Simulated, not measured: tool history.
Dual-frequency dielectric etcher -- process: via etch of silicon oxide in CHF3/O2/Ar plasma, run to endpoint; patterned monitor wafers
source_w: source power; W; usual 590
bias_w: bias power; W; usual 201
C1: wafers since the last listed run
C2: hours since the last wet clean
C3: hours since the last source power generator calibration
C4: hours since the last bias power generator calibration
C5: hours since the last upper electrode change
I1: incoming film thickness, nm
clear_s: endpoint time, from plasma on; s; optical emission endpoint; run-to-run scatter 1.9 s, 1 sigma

{"run": 1, "hour": 0.0, "source_w": 670, "bias_w": 201, "C1": 0, "C2": 447.4, "C3": 2562, "C4": 2774.4, "C5": 4251.8, "I1": 523.2, "clear_s": 259.9}
{"hour": 54.5, "done": "wet clean of the chamber"}
{"run": 2, "hour": 86.2, "source_w": 590, "bias_w": 201, "C1": 235, "C2": 31.7, "C3": 2648.2, "C4": 2860.6, "C5": 4338, "I1": 526.8, "clear_s": 271.9}
{"run": 3, "hour": 155.1, "source_w": 590, "bias_w": 201, "C1": 261, "C2": 100.6, "C3": 2717.1, "C4": 2929.5, "C5": 4406.9, "I1": 520.4, "clear_s": 267.2}
{"run": 4, "hour": 261.2, "source_w": 590, "bias_w": 201, "C1": 402, "C2": 206.7, "C3": 2823.2, "C4": 3035.6, "C5": 4513, "I1": 520.5, "clear_s": 264.5}
{"run": 5, "hour": 354.1, "source_w": 590, "bias_w": 201, "C1": 352, "C2": 299.6, "C3": 2916.1, "C4": 3128.5, "C5": 4605.9, "I1": 525.8, "clear_s": 271.9}
{"run": 6, "hour": 419.7, "source_w": 590, "bias_w": 201, "C1": 248, "C2": 365.2, "C3": 2981.7, "C4": 3194.1, "C5": 4671.5, "I1": 525, "clear_s": 267}
{"run": 7, "hour": 492.4, "source_w": 690, "bias_w": 228, "C1": 275, "C2": 437.9, "C3": 3054.4, "C4": 3266.8, "C5": 4744.2, "I1": 522.5, "clear_s": 248.3}
{"hour": 536.3, "done": "bias power generator calibrated"}
{"hour": 554.3, "done": "wet clean of the chamber"}
{"run": 8, "hour": 581.0, "source_w": 480, "bias_w": 151, "C1": 252, "C2": 26.7, "C3": 3143, "C4": 44.7, "C5": 4832.8, "I1": 527.5, "clear_s": 312.5}
{"hour": 638.3, "done": "upper electrode replaced"}
{"hour": 644.8, "done": "source power generator calibrated"}
{"run": 9, "hour": 646.9, "source_w": 540, "bias_w": 175, "C1": 143, "C2": 92.6, "C3": 2.1, "C4": 110.6, "C5": 8.6, "I1": 522.2, "clear_s": 286.2}
{"run": 10, "hour": 749.0, "source_w": 630, "bias_w": 201, "C1": 387, "C2": 194.7, "C3": 104.2, "C4": 212.7, "C5": 110.7, "I1": 523.2, "clear_s": 263.5}
{"run": 11, "hour": 811.2, "source_w": 650, "bias_w": 154, "C1": 235, "C2": 256.9, "C3": 166.4, "C4": 274.9, "C5": 172.9, "I1": 521.9, "clear_s": 285.7}
{"run": 12, "hour": 896.2, "source_w": 590, "bias_w": 215, "C1": 322, "C2": 341.9, "C3": 251.4, "C4": 359.9, "C5": 257.9, "I1": 528.1, "clear_s": 267}
{"run": 13, "hour": 933.1, "source_w": 590, "bias_w": 201, "C1": 139, "C2": 378.8, "C3": 288.3, "C4": 396.8, "C5": 294.8, "I1": 519.7, "clear_s": 264.8}
{"run": 14, "hour": 1029.8, "source_w": 550, "bias_w": 201, "C1": 366, "C2": 475.5, "C3": 385, "C4": 493.5, "C5": 391.5, "I1": 524.1, "clear_s": 270.5}

Here are 3 independent what-if runs from the current tool condition. What would each one return?
{"run": "A", "hour": 1030.3, "source_w": 590, "bias_w": 201, "C1": 1, "C2": 476, "C3": 385.5, "C4": 494, "C5": 392, "I1": 524.5, "clear_s": "?"}
{"run": "B", "hour": 1030.3, "source_w": 530, "bias_w": 161, "C1": 1, "C2": 476, "C3": 385.5, "C4": 494, "C5": 392, "I1": 524.5, "clear_s": "?"}
{"run": "C", "hour": 1030.3, "source_w": 450, "bias_w": 201, "C1": 1, "C2": 476, "C3": 385.5, "C4": 494, "C5": 392, "I1": 524.5, "clear_s": "?"}

run=A clear_s=271
run=B clear_s=298.1
run=C clear_s=287.3
With no hidden state in the tool, these same runs would have given:
run=A clear_s=271
run=B clear_s=298.1
run=C clear_s=287.3

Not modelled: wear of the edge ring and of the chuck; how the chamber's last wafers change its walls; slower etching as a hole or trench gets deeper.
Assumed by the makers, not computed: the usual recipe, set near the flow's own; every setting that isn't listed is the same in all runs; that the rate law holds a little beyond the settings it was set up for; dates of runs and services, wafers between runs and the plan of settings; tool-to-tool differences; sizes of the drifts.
